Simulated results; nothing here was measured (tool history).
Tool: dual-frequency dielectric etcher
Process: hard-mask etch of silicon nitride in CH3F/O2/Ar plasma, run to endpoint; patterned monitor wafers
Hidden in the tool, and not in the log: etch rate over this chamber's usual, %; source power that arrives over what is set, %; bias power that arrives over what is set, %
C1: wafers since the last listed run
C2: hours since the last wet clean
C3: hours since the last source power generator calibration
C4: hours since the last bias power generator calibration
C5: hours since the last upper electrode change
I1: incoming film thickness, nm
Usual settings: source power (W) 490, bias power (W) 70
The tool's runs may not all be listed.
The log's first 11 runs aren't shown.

{"hour": 643.7, "done": "source power generator calibrated"}
{"run": 12, "hour": 660.9, "source power (W)": 450, "bias power (W)": 77, "C1": 279, "C2": 183, "C3": 17.2, "C4": 2904.6, "C5": 3712.9, "I1": 43.45, "endpoint time (s)": 60.9}
{"run": 13, "hour": 714.5, "source power (W)": 450, "bias power (W)": 77, "C1": 456, "C2": 236.6, "C3": 70.8, "C4": 2958.2, "C5": 3766.5, "I1": 43.25, "endpoint time (s)": 61.1}
{"hour": 754.2, "done": "upper electrode replaced"}
{"run": 14, "hour": 758.8, "source power (W)": 490, "bias power (W)": 70, "C1": 172, "C2": 280.9, "C3": 115.1, "C4": 3002.5, "C5": 4.6, "I1": 43.41, "endpoint time (s)": 61.7}
{"hour": 792.8, "done": "bias power generator calibrated"}
{"hour": 796.1, "done": "wet clean of the chamber"}
{"run": 15, "hour": 807.1, "source power (W)": 490, "bias power (W)": 59, "C1": 349, "C2": 11, "C3": 163.4, "C4": 14.3, "C5": 52.9, "I1": 43.43, "endpoint time (s)": 63.9}
{"run": 16, "hour": 853.8, "source power (W)": 450, "bias power (W)": 77, "C1": 397, "C2": 57.7, "C3": 210.1, "C4": 61, "C5": 99.6, "I1": 43.37, "endpoint time (s)": 60.3}
{"run": 17, "hour": 895.3, "source power (W)": 370, "bias power (W)": 59, "C1": 353, "C2": 99.2, "C3": 251.6, "C4": 102.5, "C5": 141.1, "I1": 43.65, "endpoint time (s)": 72.3}
{"run": 18, "hour": 927.8, "source power (W)": 490, "bias power (W)": 59, "C1": 276, "C2": 131.7, "C3": 284.1, "C4": 135, "C5": 173.6, "I1": 43.58, "endpoint time (s)": 64.6}
{"run": 19, "hour": 960.5, "source power (W)": 390, "bias power (W)": 58, "C1": 278, "C2": 164.4, "C3": 316.8, "C4": 167.7, "C5": 206.3, "I1": 43.74, "endpoint time (s)": 72.1}
{"run": 20, "hour": 1021.4, "source power (W)": 490, "bias power (W)": 70, "C1": 518, "C2": 225.3, "C3": 377.7, "C4": 228.6, "C5": 267.2, "I1": 43.17, "endpoint time (s)": 60.9}
{"run": 21, "hour": 1064.9, "source power (W)": 490, "bias power (W)": 70, "C1": 370, "C2": 268.8, "C3": 421.2, "C4": 272.1, "C5": 310.7, "I1": 42.88, "endpoint time (s)": 61}
{"run": 22, "hour": 1092.0, "source power (W)": 440, "bias power (W)": 62, "C1": 230, "C2": 295.9, "C3": 448.3, "C4": 299.2, "C5": 337.8, "I1": 43.5, "endpoint time (s)": 67.6}
{"hour": 1119.3, "done": "wet clean of the chamber"}
{"run": 23, "hour": 1155.0, "source power (W)": 570, "bias power (W)": 70, "C1": 332, "C2": 35.7, "C3": 511.3, "C4": 362.2, "C5": 400.8, "I1": 43.74, "endpoint time (s)": 56.7}
{"run": 24, "hour": 1180.9, "source power (W)": 420, "bias power (W)": 53, "C1": 220, "C2": 61.6, "C3": 537.2, "C4": 388.1, "C5": 426.7, "I1": 43.67, "endpoint time (s)": 70.9}
{"run": 25, "hour": 1245.8, "source power (W)": 490, "bias power (W)": 70, "C1": 552, "C2": 126.5, "C3": 602.1, "C4": 453, "C5": 491.6, "I1": 43.71, "endpoint time (s)": 60.8}
{"run": 26, "hour": 1296.1, "source power (W)": 490, "bias power (W)": 79, "C1": 428, "C2": 176.8, "C3": 652.4, "C4": 503.3, "C5": 541.9, "I1": 43.5, "endpoint time (s)": 58.2}
{"run": 27, "hour": 1322.8, "source power (W)": 490, "bias power (W)": 84, "C1": 227, "C2": 203.5, "C3": 679.1, "C4": 530, "C5": 568.6, "I1": 43.14, "endpoint time (s)": 56.5}
{"run": 28, "hour": 1387.5, "source power (W)": 600, "bias power (W)": 84, "C1": 551, "C2": 268.2, "C3": 743.8, "C4": 594.7, "C5": 633.3, "I1": 43.26, "endpoint time (s)": 52.3}
{"run": 29, "hour": 1446.1, "source power (W)": 490, "bias power (W)": 84, "C1": 499, "C2": 326.8, "C3": 802.4, "C4": 653.3, "C5": 691.9, "I1": 43.61, "endpoint time (s)": 57.7}
{"hour": 1497.0, "done": "wet clean of the chamber"}
{"run": 30, "hour": 1497.9, "source power (W)": 370, "bias power (W)": 81, "C1": 236, "C2": 0.9, "C3": 854.2, "C4": 705.1, "C5": 743.7, "I1": 43.55, "endpoint time (s)": 64}
{"run": 31, "hour": 1541.4, "source power (W)": 540, "bias power (W)": 82, "C1": 370, "C2": 44.4, "C3": 897.7, "C4": 748.6, "C5": 787.2, "I1": 44.18, "endpoint time (s)": 55.9}

5 ways to go on from here, each from the tool as it stands after run 31. What would each give?
{"run": "A", "hour": 1541.8, "source power (W)": 490, "bias power (W)": 70, "C1": 3, "C2": 44.8, "C3": 898.1, "C4": 749, "C5": 787.6, "I1": 43.6, "endpoint time (s)": "?"}
{"run": "B", "hour": 1541.8, "source power (W)": 430, "bias power (W)": 62, "C1": 3, "C2": 44.8, "C3": 898.1, "C4": 749, "C5": 787.6, "I1": 43.6, "endpoint time (s)": "?"}
{"run": "C", "hour": 1541.8, "source power (W)": 530, "bias power (W)": 70, "C1": 3, "C2": 44.8, "C3": 898.1, "C4": 749, "C5": 787.6, "I1": 43.6, "endpoint time (s)": "?"}
{"run": "D", "hour": 1541.8, "source power (W)": 440, "bias power (W)": 63, "C1": 3, "C2": 44.8, "C3": 898.1, "C4": 749, "C5": 787.6, "I1": 43.6, "endpoint time (s)": "?"}
{"run": "E", "hour": 1541.8, "source power (W)": 590, "bias power (W)": 70, "C1": 3, "C2": 44.8, "C3": 898.1, "C4": 749, "C5": 787.6, "I1": 43.6, "endpoint time (s)": "?"}

run=A endpoint_time_(s)=60.8
run=B endpoint_time_(s)=67
run=C endpoint_time_(s)=59
run=D endpoint_time_(s)=66
run=E endpoint_time_(s)=56.6
Without the tool's hidden state the same runs would have given:
run=A endpoint_time_(s)=60.4
run=B endpoint_time_(s)=66.5
run=C endpoint_time_(s)=58.6
run=D endpoint_time_(s)=65.5
run=E endpoint_time_(s)=56.1
